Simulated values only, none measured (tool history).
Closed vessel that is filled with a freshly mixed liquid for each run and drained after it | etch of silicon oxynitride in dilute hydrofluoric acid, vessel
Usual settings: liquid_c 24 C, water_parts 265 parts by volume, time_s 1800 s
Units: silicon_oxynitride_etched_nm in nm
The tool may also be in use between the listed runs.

run     day  liquid_c  water_parts  time_s  read-back film thickness of the silicon oxynitride reference wafer, read on the same gauge (nm)  silicon_oxynitride_etched_nm
  1       0        24          265    1800                                                                                           119.97                          9.48
  2   2.604        24          265    1800                                                                                           120.02                           9.4
      7.658  -- gauge calibrated
  3  10.371        24          265    1800                                                                                           119.99                           9.4
  4  12.421        24          200    1800                                                                                              120                            13
  5  15.333        24          265    2235                                                                                              120                         11.57
  6  17.921        24          265    2235                                                                                           120.02                         11.66
     19.121  -- hydrofluoric acid flow meter replaced
  7  19.846        24          265    2235                                                                                              120                         11.71
  8  21.525        24          265    1800                                                                                           120.03                           9.5
  9    23.5        24          265    1800                                                                                           120.03                          9.48
     24.854  -- thermometer replaced
 10  25.046        24          265    1800                                                                                           119.96                           9.4
 11  27.288        24          205    1800                                                                                              120                         12.65
 12  28.317      21.5          165    1190                                                                                           119.99                           9.6
 13  30.633        26          385    1800                                                                                           120.02                          6.46
 14  33.129        22          170    2210                                                                                              120                          17.6
 15  36.062        24          265    1370                                                                                           119.98                          7.08
 16  37.192        24          265    1800                                                                                           120.01                          9.31
     39.412  -- hydrofluoric acid flow meter replaced
 17  41.871        26          190    1470                                                                                           120.01                         12.39
     45.875  -- gauge calibrated
 18  49.325        27          365    2525                                                                                              120                         10.11
 19  51.275        24          265    1800                                                                                           119.97                          9.35
 20  52.867      22.5          300     855                                                                                           120.01                          3.59
 21  54.588        22          265     990                                                                                           120.04                          4.72
 22  57.225        24          265    1800                                                                                              120                           9.3
 23  59.208        24          265    2145                                                                                           119.99                         11.12

Forecast each of these 5 alternatives for the next run:
  A  59.258        24          265    1800                                                                                                ?                             ?
  B  59.258        24          265    1175                                                                                                ?                             ?
  C  59.258        27          265    2140                                                                                                ?                             ?
  D  59.258        24          265     840                                                                                                ?                             ?
  E  59.258        24          370    1800                                                                                                ?                             ?

run  read-back film thickness of the silicon oxynitride reference wafer, read on the same gauge (nm)  silicon_oxynitride_etched_nm
  A                                                                                           119.96                          9.31
  B                                                                                           119.96                          6.08
  C                                                                                           119.96                         12.57
  D                                                                                           119.96                          4.35
  E                                                                                           119.96                          6.21
Without the tool's hidden state the same runs would have given:
run  silicon_oxynitride_etched_nm
  A                          9.44
  B                          6.16
  C                         12.75
  D                          4.41
  E                           6.3

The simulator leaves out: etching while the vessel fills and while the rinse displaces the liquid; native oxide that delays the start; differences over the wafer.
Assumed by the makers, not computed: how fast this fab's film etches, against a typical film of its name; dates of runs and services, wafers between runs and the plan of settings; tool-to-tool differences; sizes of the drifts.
